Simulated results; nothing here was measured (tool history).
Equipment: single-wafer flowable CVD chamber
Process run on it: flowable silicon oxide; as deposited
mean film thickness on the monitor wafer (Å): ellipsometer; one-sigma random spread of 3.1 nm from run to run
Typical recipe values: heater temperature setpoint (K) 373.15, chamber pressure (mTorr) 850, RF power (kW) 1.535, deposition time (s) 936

run    hour  heater temperature setpoint (K)  chamber pressure (mTorr)  RF power (kW)  deposition time (s)  wafers since the last listed run  hours since the last thermocouple change  hours since the last RF generator calibration  hours since the last manometer calibration  hours since the showerhead was replaced  hours since the gauge calibration  read-back reference wafer on the same gauge, thickness_nm  mean film thickness on the monitor wafer (Å)
  1     0.0                           373.15                       850          1.535                  936                                 0                                    1680.9                                          907.7                                      1346.0                                   6257.8                             1482.2                                                    622.923                                       5926.13
  2    41.9                           373.15                       850          1.535                  936                                88                                    1722.8                                          949.6                                      1387.9                                   6299.7                             1524.1                                                    620.878                                       5938.33
  3   107.0                           384.15                       850          1.535                 1017                               138                                    1787.9                                         1014.7                                      1453.0                                   6364.8                             1589.2                                                    623.025                                       4711.88
  4   165.4                           373.15                       850          1.535                  936                               124                                    1846.3                                         1073.1                                      1511.4                                   6423.2                             1647.6                                                    622.191                                       6016.38
  5   211.3                           373.15                       850          1.535                 1083                                97                                    1892.2                                         1119.0                                      1557.3                                   6469.1                             1693.5                                                    622.033                                       6855.55
      214.3  -- gauge calibrated
  6   248.4                           373.15                       850          1.535                  936                                78                                    1929.3                                         1156.1                                      1594.4                                   6506.2                               34.1                                                    622.052                                       5973.28
  7   298.9                           373.15                       958          1.290                  936                               107                                    1979.8                                         1206.6                                      1644.9                                   6556.7                               84.6                                                    621.800                                       6380.38
  8   357.2                           373.15                       958          1.290                  936                               123                                    2038.1                                         1264.9                                      1703.2                                   6615.0                              142.9                                                    621.502                                       6392.25
  9   397.2                           373.15                       850          1.535                  936                                84                                    2078.1                                         1304.9                                      1743.2                                   6655.0                              182.9                                                    622.829                                       5977.77
      436.5  -- showerhead replaced
 10   464.3                           373.15                       850          1.535                  936                               125                                    2145.2                                         1372.0                                      1810.3                                     27.8                              250.0                                                    621.423                                       5996.60
      503.3  -- thermocouple changed; heater temperature recalibrated
 11   509.9                           360.15                       850          1.795                  936                                79                                       6.6                                         1417.6                                      1855.9                                     73.4                              295.6                                                    622.834                                       9044.43
      538.4  -- RF generator calibrated
 12   549.3                           373.15                       850          1.535                  936                                66                                      46.0                                           10.9                                      1895.3                                    112.8                              335.0                                                    622.599                                       5973.04
 13   602.8                           361.15                       986          1.535                 1120                               113                                      99.5                                           64.4                                      1948.8                                    166.3                              388.5                                                    622.521                                      11727.18
 14   644.8                           373.15                       684          1.325                  936                                89                                     141.5                                          106.4                                      1990.8                                    208.3                              430.5                                                    621.682                                       4607.13
 15   681.0                           378.15                       850          1.285                  936                                76                                     177.7                                          142.6                                      2027.0                                    244.5                              466.7                                                    621.934                                       4891.19
 16   777.7                           373.15                      1060          1.380                  936                               205                                     274.4                                          239.3                                      2123.7                                    341.2                              563.4                                                    622.199                                       7226.76
      854.2  -- capacitance manometer re-zeroed and calibrated
 17   854.7                           373.15                       850          1.535                  936                               146                                     351.4                                          316.3                                         0.5                                    418.2                              640.4                                                    623.734                                       6000.16
 18   872.6                           380.15                       850          1.820                  830                                38                                     369.3                                          334.2                                        18.4                                    436.1                              658.3                                                    622.393                                       4437.43
 19   912.8                           361.15                       850          1.310                  775                                85                                     409.5                                          374.4                                        58.6                                    476.3                              698.5                                                    622.190                                       6683.28
 20   969.0                           365.15                       708          1.770                 1041                               119                                     465.7                                          430.6                                       114.8                                    532.5                              754.7                                                    622.365                                       7226.31
 21  1002.3                           360.15                       711          1.415                  936                                70                                     499.0                                          463.9                                       148.1                                    565.8                              788.0                                                    620.835                                       7061.43
 22  1048.9                           369.15                       905          1.435                 1061                                98                                     545.6                                          510.5                                       194.7                                    612.4                              834.6                                                    621.807                                       7910.70
 23  1075.6                           385.15                       850          1.535                  813                                56                                     572.3                                          537.2                                       221.4                                    639.1                              861.3                                                    621.350                                       3667.92
 24  1139.5                           373.15                       942          1.535                  936                               135                                     636.2                                          601.1                                       285.3                                    703.0                              925.2                                                    620.613                                       6569.14
 25  1192.2                           373.15                       675          1.535                  936                               111                                     688.9                                          653.8                                       338.0                                    755.7                              977.9                                                    621.930                                       4764.89
 26  1217.5                           373.15                      1055          1.535                  936                                53                                     714.2                                          679.1                                       363.3                                    781.0                             1003.2                                                    622.762                                       7468.55
 27  1245.2                           379.15                       850          1.535                  936                                58                                     741.9                                          706.8                                       391.0                                    808.7                             1030.9                                                    622.408                                       5022.52
 28  1281.8                           373.15                      1050          1.370                 1025                                77                                     778.5                                          743.4                                       427.6                                    845.3                             1067.5                                                    622.546                                       7739.32

For each entry between runs, how does the tool's hidden state at the last listed run before it compare with that at the first listed run after it?
After run 5, before run 6: gauge calibrated (hour 214.3)
  no difference in the tool's unlogged condition between these two runs
After run 9, before run 10: showerhead replaced (hour 436.5)
  no difference in the tool's unlogged condition between these two runs
After run 10, before run 11: thermocouple changed; heater temperature recalibrated (hour 503.3)
  no difference in the tool's unlogged condition between these two runs
After run 11, before run 12: RF generator calibrated (hour 538.4)
  no difference in the tool's unlogged condition between these two runs
After run 16, before run 17: capacitance manometer re-zeroed and calibrated (hour 854.2)
  no difference in the tool's unlogged condition between these two runs

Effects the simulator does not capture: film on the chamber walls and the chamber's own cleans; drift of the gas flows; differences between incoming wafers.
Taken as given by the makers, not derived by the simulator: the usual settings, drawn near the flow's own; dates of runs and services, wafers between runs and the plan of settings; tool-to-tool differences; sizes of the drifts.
